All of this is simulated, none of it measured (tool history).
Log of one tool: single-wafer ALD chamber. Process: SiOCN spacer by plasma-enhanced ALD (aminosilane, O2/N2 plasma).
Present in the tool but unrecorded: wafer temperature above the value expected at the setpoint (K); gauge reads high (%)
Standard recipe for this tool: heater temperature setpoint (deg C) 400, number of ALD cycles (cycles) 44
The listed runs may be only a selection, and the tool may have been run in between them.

run	hour	heater temperature setpoint (deg C)	number of ALD cycles (cycles)	wafers since the last listed run	hours since the last thermocouple change	hours since the gauge calibration	read-back reference wafer on the same gauge, thickness_nm	mean film thickness on the monitor wafer (nm)
1	0.0	400	44	0	731.8	43.3	2.469	2.955
2	11.0	390	44	82	742.8	54.3	2.469	2.940
3	27.4	392	51	123	759.2	70.7	2.470	3.431
4	34.2	400	44	51	766.0	77.5	2.471	2.948
5	44.2	400	44	75	776.0	87.5	2.469	2.961
6	51.0	388	44	51	782.8	94.3	2.469	2.952
7	66.9	388	44	119	798.7	110.2	2.471	2.954
8	84.4	400	44	131	816.2	127.7	2.469	2.954
9	96.3	400	44	89	828.1	139.6	2.470	2.955
10	106.6	414	36	77	838.4	149.9	2.471	2.295
11	118.9	412	51	92	850.7	162.2	2.470	3.291
# hour 121.9: gauge calibrated
12	129.1	400	44	76	860.9	7.2	2.470	2.950
# hour 138.9: thermocouple changed; heater temperature recalibrated
13	139.4	400	53	17	0.5	17.5	2.470	3.559
14	144.9	405	40	41	6.0	23.0	2.469	2.632
15	155.7	400	44	81	16.8	33.8	2.468	2.945
16	165.4	405	44	72	26.5	43.5	2.469	2.898
17	176.5	405	44	83	37.6	54.6	2.468	2.895
18	187.7	408	41	84	48.8	65.8	2.470	2.674

What differs in the tool's unlogged condition from the final listed run ahead of each entry between runs to the first listed run following it?
Run 11 -> run 12: gauge calibrated (hour 121.9)
  no difference in the tool's unlogged condition between these two runs
Run 12 -> run 13: thermocouple changed; heater temperature recalibrated (hour 138.9)
  no difference in the tool's unlogged condition between these two runs
